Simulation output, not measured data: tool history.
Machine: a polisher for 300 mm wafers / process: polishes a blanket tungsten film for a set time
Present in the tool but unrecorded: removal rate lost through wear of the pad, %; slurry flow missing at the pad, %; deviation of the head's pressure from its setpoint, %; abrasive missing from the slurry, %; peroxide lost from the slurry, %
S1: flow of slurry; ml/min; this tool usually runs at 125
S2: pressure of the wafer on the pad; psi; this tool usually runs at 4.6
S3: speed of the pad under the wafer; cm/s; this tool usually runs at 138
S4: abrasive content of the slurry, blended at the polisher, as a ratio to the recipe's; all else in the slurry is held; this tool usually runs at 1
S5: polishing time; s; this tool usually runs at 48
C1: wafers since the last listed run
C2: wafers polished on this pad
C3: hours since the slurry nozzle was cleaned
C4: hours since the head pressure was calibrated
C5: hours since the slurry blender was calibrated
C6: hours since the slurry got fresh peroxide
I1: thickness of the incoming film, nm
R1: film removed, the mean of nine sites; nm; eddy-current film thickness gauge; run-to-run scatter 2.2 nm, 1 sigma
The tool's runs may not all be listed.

run    hour   S1   S2   S3  S4  S5    C1    C2     C3     C4     C5     C6      I1     R1
  1     0.0  125  4.6  138   1  48     0  4086  118.1  193.3   98.1  374.1  1092.2  342.9
  2    41.8  125  4.6  138   1  48   495  4581  159.9  235.1  139.9  415.9  1088.7  346.0
  3    80.0  125  4.6  138   1  52   452  5034  198.1  273.3  178.1  454.1  1088.2  374.2
      157.0  -- slurry tank refilled with fresh slurry and peroxide
  4   157.5  125  4.6  138   1  52   906  5941  275.6  350.8  255.6    0.5  1088.4  372.6
  5   259.5  125  4.6  138   1  52  1208  7150  377.6  452.8  357.6  102.5  1074.2  374.1
      287.2  -- worn pad replaced by a new one
  6   296.9  125  4.6  138   1  48   395   115  415.0  490.2  395.0  139.9  1093.9  340.7
  7   355.2  125  4.6  138   1  56   690   806  473.3  548.5  453.3  198.2  1091.4  392.5
      375.9  -- slurry nozzle cleaned
  8   423.7  125  4.6  138   1  56   799  1606   47.8  617.0  521.8  266.7  1082.3  392.7
      428.6  -- slurry blender recalibrated
      465.2  -- head pressure recalibrated
  9   510.2  125  4.6  138   1  56   977  2584  134.3   45.0   81.6  353.2  1102.9  399.7
 10   610.9  125  4.6  162   1  48  1193  3777  235.0  145.7  182.3  453.9  1076.8  383.7
 11   697.9  150  4.6  172   1  48  1031  4808  322.0  232.7  269.3  540.9  1075.7  405.9
      755.1  -- slurry tank refilled with fresh slurry and peroxide
 12   797.6  125  4.6  138   1  53  1169  5978  421.7  332.4  369.0   42.5  1076.6  370.6
 13   850.6  170  5.0   92   1  57   628  6606  474.7  385.4  422.0   95.5  1070.6  369.4
      888.1  -- worn pad replaced by a new one
 14   897.2  100  4.6  138   1  48   504   107  521.3  432.0  468.6  142.1  1066.6  319.0
      925.7  -- slurry blender recalibrated
 15   982.2  100  4.6  138   1  48   983  1091  606.3  517.0   56.5  227.1  1058.7  328.7
     1014.8  -- slurry nozzle cleaned
 16  1074.9  160  5.5   92   1  48  1086  2177   60.1  609.7  149.2  319.8  1064.3  344.5
 17  1178.2  110  4.6  138   1  48  1224  3402  163.4  713.0  252.5  423.1  1095.0  334.1

What does the tool deliver on the next run?
     1197.2  -- head pressure recalibrated
 18  1271.2  160  4.6  138   1  48  1078  4480  256.4  74.0  345.5  516.1  1071.8   ?

{"run 18": {"R1": 360.1}}
Minus the tool's unlogged condition, the same run would have read R1 367.2 nm.
